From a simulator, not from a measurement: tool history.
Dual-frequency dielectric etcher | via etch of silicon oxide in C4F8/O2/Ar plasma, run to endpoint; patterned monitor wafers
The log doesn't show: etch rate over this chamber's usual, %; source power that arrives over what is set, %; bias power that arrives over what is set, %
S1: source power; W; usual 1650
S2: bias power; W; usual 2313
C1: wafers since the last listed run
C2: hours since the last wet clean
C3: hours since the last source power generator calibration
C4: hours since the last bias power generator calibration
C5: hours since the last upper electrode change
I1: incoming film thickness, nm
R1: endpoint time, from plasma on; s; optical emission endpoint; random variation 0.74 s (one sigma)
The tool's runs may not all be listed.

run	hour	S1	S2	C1	C2	C3	C4	C5	I1	R1
1	0.0	1650	2132	0	352.0	1132.7	3144.6	2233.0	1130.5	254.0
2	13.5	1650	2132	84	365.5	1146.2	3158.1	2246.5	1138.2	255.7
3	19.8	1650	2464	39	371.8	1152.5	3164.4	2252.8	1143.9	249.0
4	28.4	1650	2464	53	380.4	1161.1	3173.0	2261.4	1135.7	246.0
5	42.0	1650	2313	84	394.0	1174.7	3186.6	2275.0	1138.9	251.4
6	59.5	1650	2313	108	411.5	1192.2	3204.1	2292.5	1137.0	252.0
7	70.7	1650	2313	69	422.7	1203.4	3215.3	2303.7	1130.1	249.4
8	87.8	1650	2313	106	439.8	1220.5	3232.4	2320.8	1128.9	249.6
9	98.0	1650	2313	63	450.0	1230.7	3242.6	2331.0	1133.1	251.0
10	138.1	1650	2313	249	490.1	1270.8	3282.7	2371.1	1130.7	250.7
# hour 164.0: wet clean of the chamber
# hour 182.2: upper electrode replaced
11	182.7	1650	2313	14	18.7	1315.4	3327.3	0.5	1139.1	247.7
12	183.1	1650	2313	2	19.1	1315.8	3327.7	0.9	1146.0	248.7
13	183.5	1650	1980	2	19.5	1316.2	3328.1	1.3	1140.8	257.5
14	192.8	1950	2130	57	28.8	1325.5	3337.4	10.6	1132.4	235.0
15	204.3	1650	2802	71	40.3	1337.0	3348.9	22.1	1141.1	234.4
# hour 221.2: bias power generator calibrated
16	221.7	1430	2018	83	57.7	1354.4	0.5	39.5	1147.2	275.1
17	238.4	1450	2313	103	74.4	1371.1	17.2	56.2	1159.6	265.2
18	246.7	1440	2793	51	82.7	1379.4	25.5	64.5	1129.6	245.9
19	259.1	1650	2313	77	95.1	1391.8	37.9	76.9	1136.4	247.8
20	271.6	2030	2047	77	107.6	1404.3	50.4	89.4	1145.5	237.3
# hour 276.8: source power generator calibrated
21	282.3	1860	1959	41	118.3	5.5	61.1	100.1	1142.8	247.1
22	293.8	2050	1877	71	129.8	17.0	72.6	111.6	1132.6	239.6
23	303.2	1650	2509	58	139.2	26.4	82.0	121.0	1135.5	242.5
24	317.8	1430	2018	90	153.8	41.0	96.6	135.6	1128.3	271.1
25	326.7	1650	2313	55	162.7	49.9	105.5	144.5	1133.3	248.4
26	339.8	1650	2313	81	175.8	63.0	118.6	157.6	1140.6	250.6
27	351.2	1520	2313	70	187.2	74.4	130.0	169.0	1137.3	257.4

Measured less the same run without the tool's hidden state. The same run-to-run variation is in both; the gauge's scatter may not be:
run	R1
1	+3.9
2	+4.2
3	+4.1
4	+4.2
5	+4.5
6	+4.6
7	+4.8
8	+5.0
9	+5.2
10	+5.7
11	+0.4
12	+0.4
13	+0.5
14	+0.6
15	+0.7
16	+1.0
17	+1.3
18	+1.3
19	+1.4
20	+1.5
21	+1.7
22	+1.9
23	+2.0
24	+2.5
25	+2.4
26	+2.6
27	+2.8

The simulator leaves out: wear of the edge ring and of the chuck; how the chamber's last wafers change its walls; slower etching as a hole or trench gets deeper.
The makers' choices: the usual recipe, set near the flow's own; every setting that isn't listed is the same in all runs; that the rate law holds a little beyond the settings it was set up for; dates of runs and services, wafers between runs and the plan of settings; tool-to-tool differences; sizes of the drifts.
